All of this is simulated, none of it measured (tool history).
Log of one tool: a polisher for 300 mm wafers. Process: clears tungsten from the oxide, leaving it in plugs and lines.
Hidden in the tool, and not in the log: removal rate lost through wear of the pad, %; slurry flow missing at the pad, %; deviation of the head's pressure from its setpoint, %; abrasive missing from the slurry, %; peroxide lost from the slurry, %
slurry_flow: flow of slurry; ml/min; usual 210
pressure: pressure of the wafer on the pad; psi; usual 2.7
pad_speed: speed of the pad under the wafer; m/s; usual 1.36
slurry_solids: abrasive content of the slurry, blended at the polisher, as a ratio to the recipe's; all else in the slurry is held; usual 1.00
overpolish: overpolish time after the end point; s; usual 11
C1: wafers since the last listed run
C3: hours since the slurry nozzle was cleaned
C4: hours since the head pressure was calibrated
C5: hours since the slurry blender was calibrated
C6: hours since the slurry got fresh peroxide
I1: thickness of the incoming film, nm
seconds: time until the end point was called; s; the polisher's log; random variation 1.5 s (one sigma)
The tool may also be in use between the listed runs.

run 1 day=0.000 | slurry_flow=170 pressure=2.7 pad_speed=1.36 slurry_solids=1.00 overpolish=8 | C1=0 wafers_polished_on_this_pad=9 C3=454.2 C4=436.3 C5=238.1 C6=73.2 | I1=334.2 | seconds=86.8
run 2 day=0.642 | slurry_flow=170 pressure=2.7 pad_speed=1.36 slurry_solids=1.00 overpolish=8 | C1=128 wafers_polished_on_this_pad=137 C3=469.6 C4=451.7 C5=253.5 C6=88.6 | I1=329.3 | seconds=87.3
-- day=0.854 slurry blender recalibrated
run 3 day=1.250 | slurry_flow=170 pressure=2.7 pad_speed=1.36 slurry_solids=1.00 overpolish=8 | C1=104 wafers_polished_on_this_pad=241 C3=484.2 C4=466.3 C5=9.5 C6=103.2 | I1=340.7 | seconds=94.2
run 4 day=1.567 | slurry_flow=210 pressure=2.7 pad_speed=1.46 slurry_solids=1.00 overpolish=11 | C1=63 wafers_polished_on_this_pad=305 C3=491.8 C4=473.9 C5=17.1 C6=110.8 | I1=336.4 | seconds=86.8
run 5 day=2.267 | slurry_flow=210 pressure=2.7 pad_speed=1.36 slurry_solids=1.00 overpolish=11 | C1=139 wafers_polished_on_this_pad=444 C3=508.6 C4=490.7 C5=33.9 C6=127.6 | I1=328.1 | seconds=84.0
run 6 day=2.533 | slurry_flow=210 pressure=2.7 pad_speed=1.36 slurry_solids=1.00 overpolish=11 | C1=53 wafers_polished_on_this_pad=498 C3=515.0 C4=497.1 C5=40.3 C6=134.0 | I1=339.2 | seconds=89.4
run 7 day=2.788 | slurry_flow=270 pressure=3.4 pad_speed=1.36 slurry_solids=1.15 overpolish=11 | C1=50 wafers_polished_on_this_pad=548 C3=521.1 C4=503.2 C5=46.4 C6=140.1 | I1=332.0 | seconds=66.1
run 8 day=3.171 | slurry_flow=210 pressure=2.7 pad_speed=1.18 slurry_solids=1.00 overpolish=11 | C1=76 wafers_polished_on_this_pad=625 C3=530.3 C4=512.4 C5=55.6 C6=149.3 | I1=328.4 | seconds=97.0
-- day=3.479 slurry tank refilled with fresh slurry and peroxide
-- day=3.517 head pressure recalibrated
run 9 day=3.554 | slurry_flow=250 pressure=2.7 pad_speed=1.52 slurry_solids=1.15 overpolish=11 | C1=60 wafers_polished_on_this_pad=685 C3=539.5 C4=0.9 C5=64.8 C6=1.8 | I1=329.2 | seconds=74.9
run 10 day=3.942 | slurry_flow=155 pressure=2.2 pad_speed=1.36 slurry_solids=1.10 overpolish=11 | C1=77 wafers_polished_on_this_pad=762 C3=548.8 C4=10.2 C5=74.1 C6=11.1 | I1=332.2 | seconds=114.8
run 11 day=4.275 | slurry_flow=210 pressure=2.0 pad_speed=1.36 slurry_solids=0.80 overpolish=11 | C1=66 wafers_polished_on_this_pad=829 C3=556.8 C4=18.2 C5=82.1 C6=19.1 | I1=330.3 | seconds=125.9
-- day=4.454 slurry blender recalibrated, repeated, since the last time left the tool worse
run 12 day=4.858 | slurry_flow=180 pressure=3.2 pad_speed=1.36 slurry_solids=1.15 overpolish=15 | C1=99 wafers_polished_on_this_pad=929 C3=570.8 C4=32.2 C5=9.7 C6=33.1 | I1=337.3 | seconds=64.6
-- day=5.212 slurry nozzle cleaned
run 13 day=5.308 | slurry_flow=170 pressure=2.7 pad_speed=1.36 slurry_solids=1.00 overpolish=8 | C1=81 wafers_polished_on_this_pad=1010 C3=2.3 C4=43.0 C5=20.5 C6=43.9 | I1=331.3 | seconds=78.5
run 14 day=5.746 | slurry_flow=210 pressure=2.7 pad_speed=1.76 slurry_solids=1.00 overpolish=11 | C1=87 wafers_polished_on_this_pad=1097 C3=12.8 C4=53.5 C5=31.0 C6=54.4 | I1=335.3 | seconds=62.7
-- day=6.175 worn pad replaced by a new one
run 15 day=6.258 | slurry_flow=160 pressure=2.7 pad_speed=1.10 slurry_solids=0.90 overpolish=11 | C1=69 wafers_polished_on_this_pad=16 C3=25.1 C4=65.8 C5=43.3 C6=66.7 | I1=335.0 | seconds=104.1
run 16 day=6.833 | slurry_flow=280 pressure=2.7 pad_speed=1.36 slurry_solids=1.00 overpolish=7 | C1=114 wafers_polished_on_this_pad=131 C3=38.9 C4=79.6 C5=57.1 C6=80.5 | I1=337.1 | seconds=77.6

The next listed run, before its measurement:
run 17 day=7.404 | slurry_flow=235 pressure=2.7 pad_speed=1.36 slurry_solids=1.00 overpolish=18 | C1=113 wafers_polished_on_this_pad=244 C3=52.6 C4=93.3 C5=70.8 C6=94.2 | I1=338.4 | seconds=?

seconds: 77.3 s
Without the tool's hidden state the same run would have given seconds 76.9 s.

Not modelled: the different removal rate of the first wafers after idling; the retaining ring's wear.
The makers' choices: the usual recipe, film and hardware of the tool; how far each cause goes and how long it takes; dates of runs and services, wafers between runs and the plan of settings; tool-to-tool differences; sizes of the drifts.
